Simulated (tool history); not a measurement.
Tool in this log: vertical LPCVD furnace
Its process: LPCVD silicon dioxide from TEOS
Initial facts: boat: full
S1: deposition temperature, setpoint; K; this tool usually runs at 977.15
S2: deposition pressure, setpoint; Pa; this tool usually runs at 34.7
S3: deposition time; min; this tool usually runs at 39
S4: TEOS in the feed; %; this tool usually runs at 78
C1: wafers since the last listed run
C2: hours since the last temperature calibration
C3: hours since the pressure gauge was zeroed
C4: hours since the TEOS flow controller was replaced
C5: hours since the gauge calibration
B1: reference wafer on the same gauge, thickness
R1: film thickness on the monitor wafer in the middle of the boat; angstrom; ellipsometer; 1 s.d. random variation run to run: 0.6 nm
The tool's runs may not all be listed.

{"run": 1, "hour": 0.0, "S1": 977.15, "S2": 36.7, "S3": 39, "S4": 87, "C1": 0, "C2": 4356.9, "C3": 3115.3, "C4": 4227, "C5": 94.7, "B1": 336.85, "R1": 4147.3}
{"run": 2, "hour": 11.0, "S1": 977.15, "S2": 34.7, "S3": 39, "S4": 78, "C1": 158, "C2": 4367.9, "C3": 3126.3, "C4": 4238, "C5": 105.7, "B1": 337.01, "R1": 3821.8}
{"run": 3, "hour": 30.5, "S1": 977.15, "S2": 34.7, "S3": 39, "S4": 78, "C1": 280, "C2": 4387.4, "C3": 3145.8, "C4": 4257.5, "C5": 125.2, "B1": 337.03, "R1": 3835}
{"run": 4, "hour": 37.3, "S1": 977.15, "S2": 34.7, "S3": 39, "S4": 78, "C1": 97, "C2": 4394.2, "C3": 3152.6, "C4": 4264.3, "C5": 132, "B1": 337.05, "R1": 3825.8}
{"run": 5, "hour": 45.1, "S1": 977.15, "S2": 32, "S3": 39, "S4": 78, "C1": 112, "C2": 4402, "C3": 3160.4, "C4": 4272.1, "C5": 139.8, "B1": 336.94, "R1": 3678.8}
{"run": 6, "hour": 63.3, "S1": 977.15, "S2": 32, "S3": 39, "S4": 78, "C1": 261, "C2": 4420.2, "C3": 3178.6, "C4": 4290.3, "C5": 158, "B1": 336.91, "R1": 3659.6}
{"run": 7, "hour": 71.1, "S1": 977.15, "S2": 34.7, "S3": 39, "S4": 72, "C1": 112, "C2": 4428, "C3": 3186.4, "C4": 4298.1, "C5": 165.8, "B1": 337.09, "R1": 3675.9}
{"run": 8, "hour": 79.2, "S1": 977.15, "S2": 34.7, "S3": 39, "S4": 78, "C1": 116, "C2": 4436.1, "C3": 3194.5, "C4": 4306.2, "C5": 173.9, "B1": 336.78, "R1": 3817.5}
{"run": 9, "hour": 95.0, "S1": 977.15, "S2": 34.7, "S3": 39, "S4": 67, "C1": 227, "C2": 4451.9, "C3": 3210.3, "C4": 4322, "C5": 189.7, "B1": 337.14, "R1": 3542.6}
{"run": 10, "hour": 114.4, "S1": 977.15, "S2": 34.7, "S3": 39, "S4": 67, "C1": 278, "C2": 4471.3, "C3": 3229.7, "C4": 4341.4, "C5": 209.1, "B1": 337.17, "R1": 3546.1}
{"run": 11, "hour": 130.2, "S1": 977.15, "S2": 34.7, "S3": 39, "S4": 67, "C1": 227, "C2": 4487.1, "C3": 3245.5, "C4": 4357.2, "C5": 224.9, "B1": 336.9, "R1": 3542.5}
{"run": 12, "hour": 138.0, "S1": 977.15, "S2": 34.7, "S3": 26.5, "S4": 81, "C1": 112, "C2": 4494.9, "C3": 3253.3, "C4": 4365, "C5": 232.7, "B1": 336.99, "R1": 2645.8}
{"run": 13, "hour": 149.4, "S1": 977.15, "S2": 34.7, "S3": 39, "S4": 78, "C1": 163, "C2": 4506.3, "C3": 3264.7, "C4": 4376.4, "C5": 244.1, "B1": 336.84, "R1": 3828.9}
{"hour": 174.0, "done": "pressure gauge zeroed"}
{"run": 14, "hour": 174.5, "S1": 977.15, "S2": 34.7, "S3": 39, "S4": 78, "C1": 15, "C2": 4531.4, "C3": 0.5, "C4": 4401.5, "C5": 269.2, "B1": 337.05, "R1": 3822.3}
{"run": 15, "hour": 179.3, "S1": 977.15, "S2": 42.7, "S3": 39, "S4": 78, "C1": 68, "C2": 4536.2, "C3": 5.3, "C4": 4406.3, "C5": 274, "B1": 336.85, "R1": 4251.4}
{"run": 16, "hour": 191.9, "S1": 977.15, "S2": 34.7, "S3": 39, "S4": 78, "C1": 181, "C2": 4548.8, "C3": 17.9, "C4": 4418.9, "C5": 286.6, "B1": 336.75, "R1": 3828.2}
{"run": 17, "hour": 208.9, "S1": 977.15, "S2": 34.7, "S3": 39, "S4": 78, "C1": 244, "C2": 4565.8, "C3": 34.9, "C4": 4435.9, "C5": 303.6, "B1": 337.06, "R1": 3828.3}
{"run": 18, "hour": 224.8, "S1": 966.15, "S2": 34.7, "S3": 28.5, "S4": 78, "C1": 228, "C2": 4581.7, "C3": 50.8, "C4": 4451.8, "C5": 319.5, "B1": 336.94, "R1": 2166.3}
{"hour": 263.5, "done": "gauge calibrated"}
{"hour": 267.2, "done": "thermocouples replaced and temperature profile calibrated"}
{"run": 19, "hour": 267.7, "S1": 977.15, "S2": 34.7, "S3": 46, "S4": 91, "C1": 271, "C2": 0.5, "C3": 93.7, "C4": 4494.7, "C5": 4.2, "B1": 337.08, "R1": 4478}
{"run": 20, "hour": 272.5, "S1": 973.15, "S2": 34.7, "S3": 39, "S4": 78, "C1": 68, "C2": 5.3, "C3": 98.5, "C4": 4499.5, "C5": 9, "B1": 337.13, "R1": 3198.6}
{"hour": 298.2, "done": "TEOS flow controller replaced"}
{"run": 21, "hour": 298.7, "S1": 977.15, "S2": 34.7, "S3": 46, "S4": 69, "C1": 31, "C2": 31.5, "C3": 124.7, "C4": 0.5, "C5": 35.2, "B1": 337.13, "R1": 3894.1}
{"run": 22, "hour": 303.5, "S1": 977.15, "S2": 28, "S3": 39, "S4": 78, "C1": 68, "C2": 36.3, "C3": 129.5, "C4": 5.3, "C5": 40, "B1": 336.9, "R1": 3157.6}
{"run": 23, "hour": 308.3, "S1": 977.15, "S2": 34.7, "S3": 39, "S4": 78, "C1": 68, "C2": 41.1, "C3": 134.3, "C4": 10.1, "C5": 44.8, "B1": 336.93, "R1": 3512.2}
{"run": 24, "hour": 313.1, "S1": 973.15, "S2": 41.3, "S3": 50.5, "S4": 63, "C1": 68, "C2": 45.9, "C3": 139.1, "C4": 14.9, "C5": 49.6, "B1": 336.87, "R1": 4085.4}
{"run": 25, "hour": 329.0, "S1": 966.15, "S2": 27.3, "S3": 49, "S4": 78, "C1": 228, "C2": 61.8, "C3": 155, "C4": 30.8, "C5": 65.5, "B1": 337.02, "R1": 3033.6}
{"run": 26, "hour": 355.1, "S1": 977.15, "S2": 34.7, "S3": 46, "S4": 69, "C1": 375, "C2": 87.9, "C3": 181.1, "C4": 56.9, "C5": 91.6, "B1": 337.21, "R1": 3911.2}
{"run": 27, "hour": 362.1, "S1": 977.15, "S2": 34.7, "S3": 43, "S4": 78, "C1": 100, "C2": 94.9, "C3": 188.1, "C4": 63.9, "C5": 98.6, "B1": 336.95, "R1": 3887.1}
{"run": 28, "hour": 376.4, "S1": 977.15, "S2": 34.7, "S3": 39, "S4": 70, "C1": 205, "C2": 109.2, "C3": 202.4, "C4": 78.2, "C5": 112.9, "B1": 336.98, "R1": 3336.1}
{"run": 29, "hour": 388.6, "S1": 966.15, "S2": 37.3, "S3": 32.5, "S4": 85, "C1": 175, "C2": 121.4, "C3": 214.6, "C4": 90.4, "C5": 125.1, "B1": 337.29, "R1": 2465.8}

What if the next run were any one of these 4? Each begins from the tool's condition after run 29:
{"run": "A", "hour": 393.5, "S1": 977.15, "S2": 34.7, "S3": 39, "S4": 78, "C1": 70, "C2": 126.3, "C3": 219.5, "C4": 95.3, "C5": 130, "B1": "?", "R1": "?"}
{"run": "B", "hour": 393.5, "S1": 984.15, "S2": 34.7, "S3": 39, "S4": 91, "C1": 70, "C2": 126.3, "C3": 219.5, "C4": 95.3, "C5": 130, "B1": "?", "R1": "?"}
{"run": "C", "hour": 393.5, "S1": 972.15, "S2": 34.7, "S3": 39, "S4": 71, "C1": 70, "C2": 126.3, "C3": 219.5, "C4": 95.3, "C5": 130, "B1": "?", "R1": "?"}
{"run": "D", "hour": 393.5, "S1": 981.15, "S2": 34.7, "S3": 48, "S4": 63, "C1": 70, "C2": 126.3, "C3": 219.5, "C4": 95.3, "C5": 130, "B1": "?", "R1": "?"}

run=A B1=337.03 R1=3537.2
run=B B1=337.03 R1=4483.7
run=C B1=337.03 R1=3005.9
run=D B1=337.03 R1=4288.4
Take away the tool's hidden state, keep each run's random variation, and the runs would have read:
run=A R1=3472.7
run=B R1=4403.2
run=C R1=2950.6
run=D R1=4210.9

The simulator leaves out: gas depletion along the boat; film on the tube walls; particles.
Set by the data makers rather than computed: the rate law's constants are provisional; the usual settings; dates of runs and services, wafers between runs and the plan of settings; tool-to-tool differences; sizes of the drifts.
